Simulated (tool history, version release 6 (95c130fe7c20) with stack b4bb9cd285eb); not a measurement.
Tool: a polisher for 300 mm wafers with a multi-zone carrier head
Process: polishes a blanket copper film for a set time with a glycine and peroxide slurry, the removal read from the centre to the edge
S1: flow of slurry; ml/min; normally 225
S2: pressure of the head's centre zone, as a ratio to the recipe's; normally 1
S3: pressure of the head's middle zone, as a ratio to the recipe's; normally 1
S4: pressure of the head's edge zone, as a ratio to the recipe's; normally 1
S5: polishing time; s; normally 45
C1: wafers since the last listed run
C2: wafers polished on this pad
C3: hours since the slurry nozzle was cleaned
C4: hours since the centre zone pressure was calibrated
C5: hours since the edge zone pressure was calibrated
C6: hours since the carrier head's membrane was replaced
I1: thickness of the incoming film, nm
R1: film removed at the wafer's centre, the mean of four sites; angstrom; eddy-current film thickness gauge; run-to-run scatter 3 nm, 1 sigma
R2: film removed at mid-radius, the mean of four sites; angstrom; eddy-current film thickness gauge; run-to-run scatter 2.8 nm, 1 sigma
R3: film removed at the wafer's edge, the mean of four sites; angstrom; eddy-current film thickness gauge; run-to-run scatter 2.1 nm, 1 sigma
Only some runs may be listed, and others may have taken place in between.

| run | day | S1 | S2 | S3 | S4 | S5 | C1 | C2 | C3 | C4 | C5 | C6 | I1 | R1 | R2 | R3 |
|---|---|---|---|---|---|---|---|---|---|---|---|---|---|---|---|---|
| 1 | 0 | 225 | 1 | 1 | 1 | 45 | 0 | 579 | 666.8 | 907.4 | 653.3 | 1407.5 | 1974.7 | 2585 | 2559 | 2576 |
| 2 | 0.738 | 225 | 1 | 1.09 | 1 | 45 | 164 | 743 | 684.5 | 925.1 | 671 | 1425.2 | 2013.8 | 2626 | 2781 | 2556 |
| 3 | 1.65 | 225 | 1 | 1.09 | 1 | 45 | 203 | 946 | 706.4 | 947 | 692.9 | 1447.1 | 2018.7 | 2635 | 2712 | 2596 |
| 4 | 2.35 | 225 | 1 | 1.09 | 1 | 45 | 155 | 1102 | 723.2 | 963.8 | 709.7 | 1463.9 | 1989 | 2592 | 2748 | 2538 |
|  | 2.629 | worn pad replaced by a new one |
| 5 | 3.233 | 225 | 1 | 1 | 1 | 45 | 159 | 134 | 744.4 | 985 | 730.9 | 1485.1 | 1997.5 | 2604 | 2584 | 2569 |
|  | 3.771 | slurry nozzle cleaned |
| 6 | 4.204 | 225 | 1 | 1 | 1 | 45 | 206 | 341 | 10.4 | 1008.3 | 754.2 | 1508.4 | 1991.7 | 2591 | 2607 | 2510 |
| 7 | 4.808 | 225 | 1 | 1 | 1 | 45 | 134 | 475 | 24.9 | 1022.8 | 768.7 | 1522.9 | 1994.6 | 2567 | 2634 | 2588 |
| 8 | 5.492 | 200 | 1 | 1 | 1 | 45 | 152 | 627 | 41.3 | 1039.2 | 785.1 | 1539.3 | 2029.3 | 2581 | 2554 | 2549 |
| 9 | 6.033 | 200 | 1 | 1 | 1 | 45 | 120 | 748 | 54.3 | 1052.2 | 798.1 | 1552.3 | 2031.3 | 2510 | 2501 | 2529 |
| 10 | 6.908 | 275 | 1 | 0.9 | 1.06 | 52 | 194 | 942 | 75.3 | 1073.2 | 819.1 | 1573.3 | 2028.7 | 3084 | 2819 | 3056 |
|  | 7.896 | worn pad replaced by a new one |
|  | 7.929 | carrier head's membrane replaced by a new one |
| 11 | 7.95 | 270 | 1 | 0.97 | 1.1 | 45 | 188 | 5 | 100.3 | 1098.2 | 844.1 | 0.5 | 2031.8 | 2688 | 2494 | 2689 |
|  | 8.296 | edge zone pressure recalibrated |
| 12 | 8.896 | 225 | 1 | 1.08 | 1 | 50 | 191 | 197 | 123 | 1120.9 | 14.4 | 23.2 | 2018.2 | 2851 | 3017 | 2864 |
| 13 | 10.192 | 225 | 1 | 1 | 1.08 | 45 | 288 | 485 | 154.1 | 1152 | 45.5 | 54.3 | 2020.1 | 2638 | 2626 | 2661 |
| 14 | 11.346 | 225 | 0.9 | 1 | 1 | 34 | 256 | 742 | 181.8 | 1179.7 | 73.2 | 82 | 2002.1 | 1776 | 1943 | 1924 |
|  | 11.617 | centre zone pressure recalibrated |
| 15 | 11.888 | 225 | 1 | 1 | 1 | 45 | 102 | 844 | 194.8 | 6.5 | 86.2 | 95 | 2010.8 | 2601 | 2556 | 2586 |
| 16 | 12.55 | 225 | 0.96 | 0.89 | 1.09 | 36 | 147 | 991 | 210.7 | 22.4 | 102.1 | 110.9 | 1989.6 | 1981 | 1881 | 2080 |
|  | 13.796 | worn pad replaced by a new one |
| 17 | 13.817 | 225 | 1 | 1 | 1 | 45 | 244 | 4 | 241.1 | 52.8 | 132.5 | 141.3 | 1988.8 | 2621 | 2546 | 2569 |
| 18 | 14.654 | 225 | 1 | 1 | 1 | 45 | 186 | 191 | 261.2 | 72.9 | 152.6 | 161.4 | 1986.8 | 2621 | 2565 | 2549 |
| 19 | 15.371 | 225 | 1 | 1 | 1 | 45 | 159 | 350 | 278.4 | 90.1 | 169.8 | 178.6 | 2028.8 | 2572 | 2541 | 2572 |
| 20 | 16.121 | 225 | 0.92 | 1 | 1 | 39 | 166 | 517 | 296.4 | 108.1 | 187.8 | 196.6 | 2038.7 | 2055 | 2218 | 2240 |
| 21 | 17.096 | 225 | 1 | 1 | 1 | 55 | 216 | 734 | 319.8 | 131.5 | 211.2 | 220 | 2037.4 | 3237 | 3141 | 3139 |
| 22 | 17.608 | 225 | 1 | 1 | 1 | 45 | 114 | 848 | 332.1 | 143.8 | 223.5 | 232.3 | 1991.2 | 2597 | 2564 | 2543 |
| 23 | 18.512 | 185 | 0.91 | 0.97 | 1 | 60 | 201 | 1049 | 353.8 | 165.5 | 245.2 | 254 | 2043.9 | 3121 | 3353 | 3369 |

Below are 3 alternative next runs, each starting from the tool's condition after run 23. Predict each:
| A | 18.529 | 225 | 1 | 1 | 1 | 45 | 3 | 1053 | 354.2 | 165.9 | 245.6 | 254.4 | 2015.9 | ? | ? | ? |
| B | 18.529 | 180 | 0.92 | 1 | 0.91 | 60 | 3 | 1053 | 354.2 | 165.9 | 245.6 | 254.4 | 2015.9 | ? | ? | ? |
| C | 18.529 | 225 | 1 | 1 | 0.93 | 60 | 3 | 1053 | 354.2 | 165.9 | 245.6 | 254.4 | 2015.9 | ? | ? | ? |

| run | R1 | R2 | R3 |
|---|---|---|---|
| A | 2585 | 2556 | 2603 |
| B | 3087 | 3331 | 3293 |
| C | 3446 | 3408 | 3377 |
Had the tool no hidden state, the same runs would have come out as:
| run | R1 | R2 | R3 |
|---|---|---|---|
| A | 2585 | 2556 | 2603 |
| B | 3087 | 3331 | 3293 |
| C | 3446 | 3408 | 3377 |
